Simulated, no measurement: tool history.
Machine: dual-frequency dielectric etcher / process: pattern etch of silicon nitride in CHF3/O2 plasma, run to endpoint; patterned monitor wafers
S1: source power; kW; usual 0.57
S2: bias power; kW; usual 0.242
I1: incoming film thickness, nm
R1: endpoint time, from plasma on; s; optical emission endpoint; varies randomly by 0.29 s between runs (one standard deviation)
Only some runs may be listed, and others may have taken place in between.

run	hour	S1	S2	I1	R1
1	0	0.57	0.242	92.6	56.9
2	59.4	0.57	0.279	93.8	55.4
3	106.5	0.57	0.216	92.5	59.3
4	204.8	0.57	0.242	92.1	56.6
# hour 236.3: wet clean of the chamber
5	269.9	0.57	0.242	92.5	57.2
6	349.3	0.57	0.242	92.7	57.7
7	578.3	0.57	0.242	92.8	57.9
8	621.7	0.57	0.242	93.6	58.2
# hour 667.5: bias power generator calibrated
9	686.4	0.57	0.217	92.9	59.9
10	866.3	0.57	0.242	93.2	57.5
11	935.9	0.57	0.259	92.4	56.3
# hour 1043.7: upper electrode replaced
# hour 1094.5: wet clean of the chamber
12	1118.7	0.49	0.194	93.5	65.8
13	1214.6	0.57	0.242	93.1	57.9
14	1254.1	0.47	0.242	92.2	60.9
15	1294.6	0.57	0.242	93.2	58
# hour 1366.8: source power generator calibrated
16	1528.6	0.49	0.242	93.2	61
17	1582.2	0.57	0.242	92.9	57.4
18	1668.6	0.57	0.281	92.1	54.4
19	1736.3	0.57	0.242	92.9	57.3
20	1834.7	0.52	0.276	92.9	57.3
# hour 1867.6: wet clean of the chamber
21	1928.4	0.57	0.242	93	57.5
22	2030.5	0.46	0.207	92.4	65.3
23	2095	0.7	0.222	93.1	54.6
24	2174.4	0.45	0.262	92.8	60.9
25	2274.5	0.57	0.242	93.8	58.2
26	2357.5	0.68	0.202	94	57.9
27	2406.8	0.67	0.278	91.6	51
28	2505.2	0.57	0.242	93.3	57.6
29	2589.8	0.57	0.242	93.3	57.7
30	2695.7	0.57	0.242	93	57.4
31	2739.6	0.44	0.226	92.3	64.5
# hour 2771.1: wet clean of the chamber
32	2868.5	0.63	0.242	92.8	55.5
33	2940.7	0.57	0.263	93.1	55.8
34	3008.9	0.57	0.242	93.7	58.2
35	3055.6	0.68	0.278	93.6	51.5
36	3151.5	0.57	0.223	93.9	59.5

For each run, what was the tool's unlogged condition?
etch rate over this chamber's usual, %: 0, the same for each run
source power that arrives over what is set, %: 0, the same for each run
bias power that arrives over what is set, %: 0, the same for each run
